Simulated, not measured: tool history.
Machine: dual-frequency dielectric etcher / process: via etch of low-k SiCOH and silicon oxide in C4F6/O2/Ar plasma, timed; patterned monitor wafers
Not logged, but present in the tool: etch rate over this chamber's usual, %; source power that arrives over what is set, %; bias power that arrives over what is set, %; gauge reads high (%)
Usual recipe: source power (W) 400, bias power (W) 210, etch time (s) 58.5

| run | hour | source power (W) | bias power (W) | etch time (s) | wafers since the last listed run | hours since the last wet clean | hours since the last source power generator calibration | hours since the last bias power generator calibration | hours since the last upper electrode change | hours since the gauge calibration | read-back reference wafer on the same gauge, depth_nm | mean etch depth across the wafer (nm) |
|---|---|---|---|---|---|---|---|---|---|---|---|---|
| 1 | 0 | 400 | 180 | 58.5 | 0 | 454.5 | 2954.9 | 2056.5 | 5866.3 | 46.9 | 143.1 | 151.6 |
| 2 | 13 | 400 | 180 | 58.5 | 104 | 467.5 | 2967.9 | 2069.5 | 5879.3 | 59.9 | 143.2 | 151.9 |
| 3 | 29.7 | 400 | 180 | 58.5 | 134 | 484.2 | 2984.6 | 2086.2 | 5896 | 76.6 | 143.1 | 152.2 |
| 4 | 45.2 | 370 | 210 | 58.5 | 125 | 499.7 | 3000.1 | 2101.7 | 5911.5 | 92.1 | 143.1 | 160 |
| 5 | 63 | 370 | 210 | 58.5 | 143 | 517.5 | 3017.9 | 2119.5 | 5929.3 | 109.9 | 142.9 | 160 |
|  | 72 | bias power generator calibrated |
| 6 | 72.5 | 400 | 210 | 58.5 | 44 | 527 | 3027.4 | 0.5 | 5938.8 | 119.4 | 143.1 | 164.9 |
| 7 | 85.6 | 400 | 210 | 58.5 | 105 | 540.1 | 3040.5 | 13.6 | 5951.9 | 132.5 | 143.2 | 164.5 |
|  | 115 | upper electrode replaced, of another model than before |
| 8 | 115.5 | 400 | 210 | 58.5 | 47 | 570 | 3070.4 | 43.5 | 0.5 | 162.4 | 143.1 | 166.3 |
| 9 | 115.8 | 400 | 210 | 71.5 | 2 | 570.3 | 3070.7 | 43.8 | 0.8 | 162.7 | 142.9 | 201 |
|  | 127.7 | source power generator calibrated |
| 10 | 128.2 | 400 | 210 | 58.5 | 67 | 582.7 | 0.5 | 56.2 | 13.2 | 175.1 | 142.9 | 165.8 |
|  | 131.6 | gauge calibrated |
|  | 160.9 | wet clean of the chamber |
| 11 | 161.4 | 430 | 183 | 58.5 | 74 | 0.5 | 33.7 | 89.4 | 46.4 | 29.8 | 142.8 | 150.8 |
| 12 | 161.7 | 320 | 171 | 65.5 | 2 | 0.8 | 34 | 89.7 | 46.7 | 30.1 | 142.8 | 158.9 |
| 13 | 170.1 | 400 | 180 | 58.5 | 67 | 9.2 | 42.4 | 98.1 | 55.1 | 38.5 | 142.8 | 148.6 |
| 14 | 180.9 | 400 | 262 | 58.5 | 87 | 20 | 53.2 | 108.9 | 65.9 | 49.3 | 143 | 169.9 |
| 15 | 187.4 | 460 | 260 | 75.5 | 52 | 26.5 | 59.7 | 115.4 | 72.4 | 55.8 | 142.8 | 225.1 |
| 16 | 196.8 | 400 | 257 | 58.5 | 75 | 35.9 | 69.1 | 124.8 | 81.8 | 65.2 | 143 | 169.1 |
| 17 | 212.1 | 310 | 189 | 42.5 | 123 | 51.2 | 84.4 | 140.1 | 97.1 | 80.5 | 142.7 | 106.8 |

A few steps of mean etch depth across the wafer (nm) between consecutive runs. Split each: what settings, incoming material and random variation would produce without the hidden state, and what is left over for the hidden state, along with gauge scatter present in only one of the two compared results (measured, and without hidden state):
Run 10 -> 11: source power (W) 400 -> 430, bias power (W) 210 -> 183, gauge calibrated, wet clean of the chamber. mean etch depth across the wafer (nm) -15: hidden state -8.7, all else -6.3.
Run 16 -> 17: source power (W) 400 -> 310, bias power (W) 257 -> 189, etch time (s) 58.5 -> 42.5. mean etch depth across the wafer (nm) -62.3: hidden state -0.1, all else -62.2.
